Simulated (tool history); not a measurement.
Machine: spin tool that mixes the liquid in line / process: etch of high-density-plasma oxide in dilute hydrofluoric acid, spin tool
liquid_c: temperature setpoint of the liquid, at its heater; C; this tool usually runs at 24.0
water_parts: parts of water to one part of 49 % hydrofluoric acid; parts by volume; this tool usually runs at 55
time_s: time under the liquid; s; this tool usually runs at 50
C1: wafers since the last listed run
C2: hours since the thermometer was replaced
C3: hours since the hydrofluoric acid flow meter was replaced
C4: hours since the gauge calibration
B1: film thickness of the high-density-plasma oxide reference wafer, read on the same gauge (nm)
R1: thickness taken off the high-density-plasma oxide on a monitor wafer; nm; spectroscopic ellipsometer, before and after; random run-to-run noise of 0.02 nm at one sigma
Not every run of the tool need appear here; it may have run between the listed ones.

{"run": 1, "hour": 0.0, "liquid_c": 24.0, "water_parts": 55, "time_s": 50, "C1": 0, "C2": 2651.3, "C3": 855.4, "C4": 147.8, "B1": 149.98, "R1": 6.79}
{"run": 2, "hour": 6.4, "liquid_c": 24.0, "water_parts": 55, "time_s": 50, "C1": 106, "C2": 2657.7, "C3": 861.8, "C4": 154.2, "B1": 149.96, "R1": 6.78}
{"run": 3, "hour": 14.0, "liquid_c": 24.0, "water_parts": 55, "time_s": 60, "C1": 126, "C2": 2665.3, "C3": 869.4, "C4": 161.8, "B1": 149.97, "R1": 8.21}
{"run": 4, "hour": 31.3, "liquid_c": 25.0, "water_parts": 55, "time_s": 50, "C1": 288, "C2": 2682.6, "C3": 886.7, "C4": 179.1, "B1": 149.98, "R1": 7.11}
{"run": 5, "hour": 44.2, "liquid_c": 24.0, "water_parts": 55, "time_s": 50, "C1": 214, "C2": 2695.5, "C3": 899.6, "C4": 192.0, "B1": 150.06, "R1": 6.85}
{"run": 6, "hour": 56.8, "liquid_c": 24.0, "water_parts": 45, "time_s": 50, "C1": 209, "C2": 2708.1, "C3": 912.2, "C4": 204.6, "B1": 149.97, "R1": 8.48}
{"run": 7, "hour": 71.7, "liquid_c": 24.0, "water_parts": 45, "time_s": 50, "C1": 248, "C2": 2723.0, "C3": 927.1, "C4": 219.5, "B1": 149.96, "R1": 8.43}
{"run": 8, "hour": 80.6, "liquid_c": 26.0, "water_parts": 55, "time_s": 50, "C1": 148, "C2": 2731.9, "C3": 936.0, "C4": 228.4, "B1": 150.02, "R1": 7.43}
{"run": 9, "hour": 93.4, "liquid_c": 26.0, "water_parts": 55, "time_s": 50, "C1": 213, "C2": 2744.7, "C3": 948.8, "C4": 241.2, "B1": 149.97, "R1": 7.46}
{"run": 10, "hour": 101.4, "liquid_c": 24.0, "water_parts": 65, "time_s": 50, "C1": 133, "C2": 2752.7, "C3": 956.8, "C4": 249.2, "B1": 150.02, "R1": 5.76}
{"run": 11, "hour": 117.5, "liquid_c": 24.0, "water_parts": 55, "time_s": 50, "C1": 268, "C2": 2768.8, "C3": 972.9, "C4": 265.3, "B1": 150.03, "R1": 6.9}
{"run": 12, "hour": 124.3, "liquid_c": 24.0, "water_parts": 55, "time_s": 50, "C1": 113, "C2": 2775.6, "C3": 979.7, "C4": 272.1, "B1": 149.95, "R1": 6.9}
{"run": 13, "hour": 133.8, "liquid_c": 24.0, "water_parts": 55, "time_s": 50, "C1": 158, "C2": 2785.1, "C3": 989.2, "C4": 281.6, "B1": 149.97, "R1": 6.93}
{"run": 14, "hour": 146.0, "liquid_c": 25.5, "water_parts": 55, "time_s": 45, "C1": 203, "C2": 2797.3, "C3": 1001.4, "C4": 293.8, "B1": 150.0, "R1": 6.64}
{"run": 15, "hour": 158.6, "liquid_c": 24.0, "water_parts": 55, "time_s": 50, "C1": 209, "C2": 2809.9, "C3": 1014.0, "C4": 306.4, "B1": 149.99, "R1": 6.89}
{"run": 16, "hour": 171.0, "liquid_c": 24.0, "water_parts": 55, "time_s": 50, "C1": 206, "C2": 2822.3, "C3": 1026.4, "C4": 318.8, "B1": 150.02, "R1": 6.91}
{"run": 17, "hour": 186.6, "liquid_c": 25.5, "water_parts": 55, "time_s": 50, "C1": 259, "C2": 2837.9, "C3": 1042.0, "C4": 334.4, "B1": 149.97, "R1": 7.38}
{"hour": 187.7, "done": "hydrofluoric acid flow meter replaced"}
{"hour": 188.3, "done": "gauge calibrated"}
{"hour": 192.4, "done": "thermometer replaced"}
{"run": 18, "hour": 198.9, "liquid_c": 24.0, "water_parts": 35, "time_s": 35, "C1": 171, "C2": 6.5, "C3": 11.2, "C4": 10.6, "B1": 149.97, "R1": 6.5}
{"run": 19, "hour": 209.4, "liquid_c": 24.0, "water_parts": 55, "time_s": 50, "C1": 174, "C2": 17.0, "C3": 21.7, "C4": 21.1, "B1": 150.03, "R1": 5.75}
{"run": 20, "hour": 220.5, "liquid_c": 19.5, "water_parts": 30, "time_s": 50, "C1": 184, "C2": 28.1, "C3": 32.8, "C4": 32.2, "B1": 149.97, "R1": 9.04}
{"run": 21, "hour": 234.3, "liquid_c": 25.5, "water_parts": 25, "time_s": 70, "C1": 229, "C2": 41.9, "C3": 46.6, "C4": 46.0, "B1": 150.0, "R1": 19.64}
{"run": 22, "hour": 243.6, "liquid_c": 24.0, "water_parts": 55, "time_s": 50, "C1": 154, "C2": 51.2, "C3": 55.9, "C4": 55.3, "B1": 149.97, "R1": 5.77}
{"run": 23, "hour": 253.6, "liquid_c": 24.0, "water_parts": 55, "time_s": 50, "C1": 166, "C2": 61.2, "C3": 65.9, "C4": 65.3, "B1": 150.01, "R1": 5.77}
{"run": 24, "hour": 263.5, "liquid_c": 20.0, "water_parts": 35, "time_s": 50, "C1": 164, "C2": 71.1, "C3": 75.8, "C4": 75.2, "B1": 150.04, "R1": 7.89}
{"run": 25, "hour": 281.1, "liquid_c": 24.0, "water_parts": 55, "time_s": 50, "C1": 293, "C2": 88.7, "C3": 93.4, "C4": 92.8, "B1": 149.99, "R1": 5.82}
{"run": 26, "hour": 298.3, "liquid_c": 28.5, "water_parts": 55, "time_s": 65, "C1": 286, "C2": 105.9, "C3": 110.6, "C4": 110.0, "B1": 149.96, "R1": 9.03}
{"run": 27, "hour": 311.7, "liquid_c": 27.0, "water_parts": 25, "time_s": 60, "C1": 223, "C2": 119.3, "C3": 124.0, "C4": 123.4, "B1": 149.97, "R1": 18.12}
{"run": 28, "hour": 326.4, "liquid_c": 19.0, "water_parts": 55, "time_s": 50, "C1": 244, "C2": 134.0, "C3": 138.7, "C4": 138.1, "B1": 149.97, "R1": 4.76}
{"run": 29, "hour": 342.2, "liquid_c": 19.0, "water_parts": 75, "time_s": 30, "C1": 263, "C2": 149.8, "C3": 154.5, "C4": 153.9, "B1": 149.99, "R1": 2.05}

Branching from run 29: 4 alternative next runs. What would each branch give?
{"run": "A", "hour": 342.6, "liquid_c": 26.5, "water_parts": 55, "time_s": 50, "C1": 6, "C2": 150.2, "C3": 154.9, "C4": 154.3, "B1": "?", "R1": "?"}
{"run": "B", "hour": 342.6, "liquid_c": 25.5, "water_parts": 85, "time_s": 60, "C1": 6, "C2": 150.2, "C3": 154.9, "C4": 154.3, "B1": "?", "R1": "?"}
{"run": "C", "hour": 342.6, "liquid_c": 19.5, "water_parts": 80, "time_s": 65, "C1": 6, "C2": 150.2, "C3": 154.9, "C4": 154.3, "B1": "?", "R1": "?"}
{"run": "D", "hour": 342.6, "liquid_c": 21.0, "water_parts": 55, "time_s": 25, "C1": 6, "C2": 150.2, "C3": 154.9, "C4": 154.3, "B1": "?", "R1": "?"}

run=A B1=150.01 R1=6.42
run=B B1=150.01 R1=4.60
run=C B1=150.01 R1=4.17
run=D B1=150.01 R1=2.56
Stripped of hidden state, with their random variation kept, the same runs would have yielded:
run=A R1=6.21
run=B R1=4.45
run=C R1=4.04
run=D R1=2.48
